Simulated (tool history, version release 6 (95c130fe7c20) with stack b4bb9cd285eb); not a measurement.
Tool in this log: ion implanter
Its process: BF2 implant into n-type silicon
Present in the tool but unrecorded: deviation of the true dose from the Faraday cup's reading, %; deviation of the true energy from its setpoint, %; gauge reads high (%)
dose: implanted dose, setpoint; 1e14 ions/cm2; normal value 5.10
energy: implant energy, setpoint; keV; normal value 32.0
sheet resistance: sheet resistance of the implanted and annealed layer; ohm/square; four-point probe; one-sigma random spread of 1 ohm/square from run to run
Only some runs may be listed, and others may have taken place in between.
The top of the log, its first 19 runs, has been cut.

run	hour	dose	energy	wafers since the last listed run	hours since the last dose calibration	hours since the extraction supply was calibrated	hours since the gauge calibration	read-back reference wafer on the same gauge, sheet resistance	sheet resistance
20	570.8	5.62	37.5	353	503.9	188.4	136.8	259.64	202.52
21	584.4	5.10	32.0	194	517.5	202.0	150.4	259.25	223.43
22	617.5	6.41	39.0	472	550.6	235.1	183.5	258.94	178.81
23	636.6	6.54	35.0	272	569.7	254.2	202.6	258.99	180.85
# hour 649.4: Faraday cup replaced and dose calibrated
24	687.5	4.14	38.5	612	38.1	305.1	253.5	258.40	261.11
25	703.2	5.10	40.0	224	53.8	320.8	269.2	258.17	216.72
26	718.4	6.58	26.0	216	69.0	336.0	284.4	258.22	192.55
27	732.3	4.50	32.0	198	82.9	349.9	298.3	258.44	246.84
28	749.1	3.80	24.5	239	99.7	366.7	315.1	257.96	293.27
29	777.3	5.10	32.0	402	127.9	394.9	343.3	257.59	222.96
30	806.9	5.10	32.0	422	157.5	424.5	372.9	257.06	222.20
31	834.0	5.10	28.5	386	184.6	451.6	400.0	256.91	225.92
32	938.5	5.10	35.0	1491	289.1	556.1	504.5	254.99	217.52

5 ways to go on from here, each from the tool as it stands after run 32. What would each give?
A	938.9	5.79	32.0	5	289.5	556.5	504.9	?	?
B	938.9	5.65	40.5	5	289.5	556.5	504.9	?	?
C	938.9	4.71	41.5	5	289.5	556.5	504.9	?	?
D	938.9	5.10	26.5	5	289.5	556.5	504.9	?	?
E	938.9	6.45	23.0	5	289.5	556.5	504.9	?	?

run	read-back reference wafer on the same gauge, sheet resistance	sheet resistance
A	255.31	201.22
B	255.31	197.99
C	255.31	230.35
D	255.31	229.24
E	255.31	200.98
Take away the tool's hidden state, keep each run's random variation, and the runs would have read:
run	sheet resistance
A	204.28
B	201.00
C	233.86
D	232.73
E	204.04

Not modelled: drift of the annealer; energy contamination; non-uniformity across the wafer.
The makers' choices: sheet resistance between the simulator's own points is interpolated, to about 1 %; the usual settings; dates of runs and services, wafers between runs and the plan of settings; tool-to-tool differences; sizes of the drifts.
